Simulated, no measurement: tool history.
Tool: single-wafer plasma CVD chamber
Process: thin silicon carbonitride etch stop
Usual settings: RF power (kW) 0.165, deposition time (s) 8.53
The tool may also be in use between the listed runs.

| run | day | RF power (kW) | deposition time (s) | wafers since the last listed run | hours since the last thermocouple change | hours since the last RF generator calibration | hours since the showerhead was replaced | hours since the gauge calibration | read-back reference wafer on the same gauge, thickness_nm | mean film thickness on the monitor wafer (Å) |
|---|---|---|---|---|---|---|---|---|---|---|
| 1 | 0 | 0.165 | 8.53 | 0 | 973.2 | 1944.6 | 4095.7 | 163.1 | 3.671 | 43.42 |
| 2 | 1.217 | 0.165 | 8.53 | 1199 | 1002.4 | 1973.8 | 4124.9 | 192.3 | 3.67 | 43.53 |
| 3 | 2.217 | 0.165 | 8.53 | 985 | 1026.4 | 1997.8 | 4148.9 | 216.3 | 3.672 | 43.36 |
| 4 | 3.658 | 0.165 | 8.53 | 1421 | 1061 | 2032.4 | 4183.5 | 250.9 | 3.673 | 43.41 |
| 5 | 4.829 | 0.175 | 8.53 | 1154 | 1089.1 | 2060.5 | 4211.6 | 279 | 3.668 | 44.05 |
| 6 | 5.667 | 0.165 | 8.53 | 825 | 1109.2 | 2080.6 | 4231.7 | 299.1 | 3.67 | 43.45 |
| 7 | 6.729 | 0.165 | 8.53 | 1047 | 1134.7 | 2106.1 | 4257.2 | 324.6 | 3.671 | 43.3 |
| 8 | 7.379 | 0.165 | 7.82 | 640 | 1150.3 | 2121.7 | 4272.8 | 340.2 | 3.668 | 39.72 |
| 9 | 8.054 | 0.165 | 7.82 | 665 | 1166.5 | 2137.9 | 4289 | 356.4 | 3.67 | 39.71 |
| 10 | 9.508 | 0.165 | 7.51 | 1433 | 1201.4 | 2172.8 | 4323.9 | 391.3 | 3.671 | 38.16 |
| 11 | 10.612 | 0.165 | 7.51 | 1088 | 1227.9 | 2199.3 | 4350.4 | 417.8 | 3.672 | 38.25 |
| 12 | 11.992 | 0.165 | 7.52 | 1359 | 1261 | 2232.4 | 4383.5 | 450.9 | 3.67 | 38.36 |
| 13 | 13.021 | 0.165 | 7.52 | 1014 | 1285.7 | 2257.1 | 4408.2 | 475.6 | 3.667 | 38.2 |
| 14 | 13.767 | 0.13 | 10.17 | 735 | 1303.6 | 2275 | 4426.1 | 493.5 | 3.671 | 48.63 |
| 15 | 14.504 | 0.195 | 8.53 | 727 | 1321.3 | 2292.7 | 4443.8 | 511.2 | 3.673 | 45.32 |
|  | 17.004 | RF generator calibrated |
|  | 17.708 | thermocouple changed; heater temperature recalibrated |
| 16 | 18.208 | 0.185 | 9.78 | 2994 | 12 | 28.9 | 4532.7 | 600.1 | 3.67 | 52.19 |
| 17 | 18.754 | 0.18 | 7.55 | 538 | 25.1 | 42 | 4545.8 | 613.2 | 3.671 | 40.03 |
|  | 21.717 | showerhead replaced, of another model than before |
| 18 | 22.992 | 0.175 | 9.57 | 3849 | 126.8 | 143.7 | 30.6 | 714.9 | 3.668 | 50.64 |
| 19 | 24.054 | 0.18 | 8.53 | 1047 | 152.3 | 169.2 | 56.1 | 740.4 | 3.669 | 45.53 |
| 20 | 25.396 | 0.165 | 8.53 | 1322 | 184.5 | 201.4 | 88.3 | 772.6 | 3.671 | 43.86 |
|  | 25.4 | gauge calibrated |
| 21 | 26.383 | 0.14 | 7.25 | 973 | 208.2 | 225.1 | 112 | 23.6 | 3.67 | 34.54 |
| 22 | 26.896 | 0.14 | 9.29 | 505 | 220.5 | 237.4 | 124.3 | 35.9 | 3.669 | 44.11 |
| 23 | 27.658 | 0.165 | 7.82 | 751 | 238.8 | 255.7 | 142.6 | 54.2 | 3.67 | 40.14 |
| 24 | 30.233 | 0.195 | 8.53 | 2538 | 300.6 | 317.5 | 204.4 | 116 | 3.671 | 46.84 |
| 25 | 31.688 | 0.155 | 7.43 | 1433 | 335.5 | 352.4 | 239.3 | 150.9 | 3.671 | 36.98 |
| 26 | 33.112 | 0.185 | 10.07 | 1405 | 369.7 | 386.6 | 273.5 | 185.1 | 3.668 | 54.12 |
| 27 | 34.417 | 0.18 | 7.55 | 1285 | 401 | 417.9 | 304.8 | 216.4 | 3.672 | 40.03 |

4 ways to go on from here, each from the tool as it stands after run 27. What would each give?
| A | 34.433 | 0.165 | 8.53 | 16 | 401.4 | 418.3 | 305.2 | 216.8 | ? | ? |
| B | 34.433 | 0.15 | 8.53 | 16 | 401.4 | 418.3 | 305.2 | 216.8 | ? | ? |
| C | 34.433 | 0.18 | 7.15 | 16 | 401.4 | 418.3 | 305.2 | 216.8 | ? | ? |
| D | 34.433 | 0.185 | 10.14 | 16 | 401.4 | 418.3 | 305.2 | 216.8 | ? | ? |

| run | read-back reference wafer on the same gauge, thickness_nm | mean film thickness on the monitor wafer (Å) |
|---|---|---|
| A | 3.671 | 43.5 |
| B | 3.671 | 41.68 |
| C | 3.671 | 37.85 |
| D | 3.671 | 54.3 |
Without the tool's hidden state the same runs would have given:
| run | mean film thickness on the monitor wafer (Å) |
|---|---|
| A | 44.29 |
| B | 42.44 |
| C | 38.54 |
| D | 55.29 |
